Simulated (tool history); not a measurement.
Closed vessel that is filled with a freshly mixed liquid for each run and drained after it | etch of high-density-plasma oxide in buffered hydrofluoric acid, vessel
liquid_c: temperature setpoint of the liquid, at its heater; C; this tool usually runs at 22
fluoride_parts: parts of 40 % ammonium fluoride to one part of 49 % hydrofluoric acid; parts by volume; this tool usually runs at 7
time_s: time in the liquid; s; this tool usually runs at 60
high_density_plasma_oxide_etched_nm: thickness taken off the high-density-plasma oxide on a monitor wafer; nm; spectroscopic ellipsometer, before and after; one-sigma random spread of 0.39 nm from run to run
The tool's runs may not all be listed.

run	hour	liquid_c	fluoride_parts	time_s	read-back film thickness of the high-density-plasma oxide reference wafer, read on the same gauge (nm)	high_density_plasma_oxide_etched_nm
1	0	22	5	85	30.04	215.67
2	61.5	22	7	40	29.98	75.41
3	249.8	22	7	40	30.03	75.45
4	354.3	22	7	40	30.03	74.74
5	381.2	22	7	60	30.03	113.42
6	448.7	22	7	60	30.01	112.3
7	474.2	22	7	60	30	111.96
8	528.9	22	7	60	30	111.72
9	587.6	22	7	60	30.02	111.91
10	617.2	22	7	60	30.02	111.4
# hour 618.3: gauge calibrated
11	664.6	22	7	60	30.03	111.84
12	706.7	22	7	60	30.03	111.87
# hour 744.4: hydrofluoric acid flow meter replaced
13	753	22	7	60	29.99	111.67
# hour 809.4: thermometer replaced
14	965.8	22	7	60	29.98	106.29
15	1005.4	22	7	60	30.02	106.28
16	1042.2	22	7	40	30	70.96
# hour 1052.1: thermometer replaced, repeated, since the last time left the tool worse
17	1070.9	22	8	30	30	50.89
18	1097.7	19.5	5	60	29.97	135.71
19	1152.1	22	5	60	30.01	155.19
20	1276.8	22	9	60	29.98	88.89

Expected results for the next run?
21	1302.9	22	5.5	60	?	?

{"run 21": {"read-back film thickness of the high-density-plasma oxide reference wafer, read on the same gauge (nm)": 29.99, "high_density_plasma_oxide_etched_nm": 142.99}}
Without the tool's hidden state the same run would have given high_density_plasma_oxide_etched_nm 144.18 nm.
